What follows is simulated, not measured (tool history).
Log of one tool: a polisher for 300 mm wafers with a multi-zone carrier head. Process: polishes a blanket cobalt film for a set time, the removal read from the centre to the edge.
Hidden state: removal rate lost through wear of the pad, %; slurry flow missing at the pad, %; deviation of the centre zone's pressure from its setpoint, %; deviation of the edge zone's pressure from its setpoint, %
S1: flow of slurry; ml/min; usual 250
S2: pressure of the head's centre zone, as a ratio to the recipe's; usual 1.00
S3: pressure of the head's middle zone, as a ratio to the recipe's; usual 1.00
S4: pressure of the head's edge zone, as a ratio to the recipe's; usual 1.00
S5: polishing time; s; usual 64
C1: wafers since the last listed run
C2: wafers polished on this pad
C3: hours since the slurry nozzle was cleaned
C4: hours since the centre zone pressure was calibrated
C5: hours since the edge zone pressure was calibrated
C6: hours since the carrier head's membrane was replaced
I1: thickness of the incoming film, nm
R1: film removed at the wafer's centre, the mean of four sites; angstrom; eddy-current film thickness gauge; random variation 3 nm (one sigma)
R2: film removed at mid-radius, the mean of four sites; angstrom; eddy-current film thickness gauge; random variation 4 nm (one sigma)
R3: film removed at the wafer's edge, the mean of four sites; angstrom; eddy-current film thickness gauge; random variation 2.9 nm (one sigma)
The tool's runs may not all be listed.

| run | hour | S1 | S2 | S3 | S4 | S5 | C1 | C2 | C3 | C4 | C5 | C6 | I1 | R1 | R2 | R3 |
|---|---|---|---|---|---|---|---|---|---|---|---|---|---|---|---|---|
| 1 | 0.0 | 250 | 1.00 | 1.00 | 1.00 | 64 | 0 | 2365 | 392.8 | 472.7 | 704.0 | 1285.3 | 1252.7 | 4407 | 4375 | 4404 |
| 2 | 45.0 | 290 | 1.00 | 1.00 | 1.00 | 64 | 277 | 2642 | 437.8 | 517.7 | 749.0 | 1330.3 | 1234.8 | 4478 | 4444 | 4464 |
|  | 62.1 | worn pad replaced by a new one |
| 3 | 90.3 | 330 | 1.00 | 1.00 | 1.00 | 64 | 254 | 173 | 483.1 | 563.0 | 794.3 | 1375.6 | 1236.4 | 4552 | 4510 | 4518 |
| 4 | 132.9 | 250 | 0.96 | 1.10 | 1.00 | 64 | 262 | 435 | 525.7 | 605.6 | 836.9 | 1418.2 | 1223.9 | 4257 | 4835 | 4395 |
|  | 143.4 | centre zone pressure recalibrated |
| 5 | 200.7 | 250 | 1.00 | 1.00 | 1.00 | 64 | 405 | 841 | 593.5 | 57.3 | 904.7 | 1486.0 | 1246.7 | 4355 | 4398 | 4429 |
| 6 | 242.7 | 210 | 1.00 | 1.10 | 1.00 | 64 | 258 | 1099 | 635.5 | 99.3 | 946.7 | 1528.0 | 1259.2 | 4319 | 4608 | 4335 |
|  | 271.7 | edge zone pressure recalibrated |
| 7 | 282.9 | 250 | 1.00 | 0.93 | 1.00 | 64 | 235 | 1335 | 675.7 | 139.5 | 11.2 | 1568.2 | 1243.2 | 4401 | 4133 | 4397 |
| 8 | 342.5 | 250 | 1.00 | 0.91 | 1.06 | 64 | 367 | 1702 | 735.3 | 199.1 | 70.8 | 1627.8 | 1259.9 | 4451 | 3981 | 4542 |
|  | 368.3 | carrier head's membrane replaced by a new one |
| 9 | 394.4 | 250 | 1.00 | 1.00 | 1.00 | 64 | 288 | 1991 | 787.2 | 251.0 | 122.7 | 26.1 | 1259.9 | 4405 | 4304 | 4384 |
| 10 | 437.9 | 250 | 0.89 | 1.00 | 1.00 | 77 | 267 | 2259 | 830.7 | 294.5 | 166.2 | 69.6 | 1251.8 | 4768 | 5349 | 5338 |
|  | 489.2 | worn pad replaced by a new one |
| 11 | 510.8 | 250 | 1.06 | 0.91 | 0.90 | 53 | 424 | 133 | 903.6 | 367.4 | 239.1 | 142.5 | 1238.2 | 3848 | 3351 | 3463 |
| 12 | 543.3 | 250 | 1.00 | 1.00 | 1.00 | 64 | 200 | 333 | 936.1 | 399.9 | 271.6 | 175.0 | 1247.3 | 4444 | 4421 | 4394 |
|  | 558.8 | slurry nozzle cleaned |
| 13 | 594.7 | 250 | 1.00 | 1.00 | 1.00 | 64 | 310 | 643 | 35.9 | 451.3 | 323.0 | 226.4 | 1229.1 | 4420 | 4402 | 4412 |
| 14 | 625.3 | 200 | 1.00 | 1.00 | 0.88 | 44 | 188 | 832 | 66.5 | 481.9 | 353.6 | 257.0 | 1255.9 | 2920 | 2917 | 2793 |
| 15 | 649.4 | 330 | 1.00 | 1.00 | 1.00 | 64 | 148 | 980 | 90.6 | 506.0 | 377.7 | 281.1 | 1242.2 | 4593 | 4505 | 4499 |
| 16 | 715.6 | 250 | 1.00 | 1.00 | 1.00 | 79 | 407 | 1388 | 156.8 | 572.2 | 443.9 | 347.3 | 1218.5 | 5467 | 5394 | 5411 |
| 17 | 757.6 | 250 | 1.00 | 1.00 | 1.00 | 64 | 258 | 1647 | 198.8 | 614.2 | 485.9 | 389.3 | 1247.9 | 4336 | 4366 | 4361 |
| 18 | 784.3 | 250 | 1.00 | 1.00 | 1.00 | 64 | 164 | 1811 | 225.5 | 640.9 | 512.6 | 416.0 | 1216.6 | 4429 | 4428 | 4351 |
|  | 849.9 | centre zone pressure recalibrated |
| 19 | 850.4 | 250 | 1.00 | 1.00 | 1.00 | 54 | 394 | 2206 | 291.6 | 0.5 | 578.7 | 482.1 | 1241.8 | 3707 | 3706 | 3705 |
| 20 | 916.9 | 250 | 1.09 | 1.11 | 1.05 | 47 | 409 | 2616 | 358.1 | 67.0 | 645.2 | 548.6 | 1224.7 | 3500 | 3511 | 3304 |
|  | 945.3 | worn pad replaced by a new one |
| 21 | 972.6 | 250 | 1.00 | 1.00 | 1.00 | 64 | 318 | 167 | 413.8 | 122.7 | 700.9 | 604.3 | 1238.9 | 4400 | 4406 | 4404 |
| 22 | 1013.3 | 250 | 1.00 | 1.10 | 0.89 | 64 | 250 | 418 | 454.5 | 163.4 | 741.6 | 645.0 | 1212.6 | 4426 | 4781 | 4170 |
| 23 | 1048.5 | 250 | 1.00 | 1.00 | 1.00 | 72 | 216 | 635 | 489.7 | 198.6 | 776.8 | 680.2 | 1244.3 | 4940 | 4911 | 4913 |

What the log doesn't show, run by run:
removal rate lost through wear of the pad, %: 0 in every run
slurry flow missing at the pad, %: 0 in every run
deviation of the centre zone's pressure from its setpoint, %: 0 in every run
deviation of the edge zone's pressure from its setpoint, %: 0 in every run

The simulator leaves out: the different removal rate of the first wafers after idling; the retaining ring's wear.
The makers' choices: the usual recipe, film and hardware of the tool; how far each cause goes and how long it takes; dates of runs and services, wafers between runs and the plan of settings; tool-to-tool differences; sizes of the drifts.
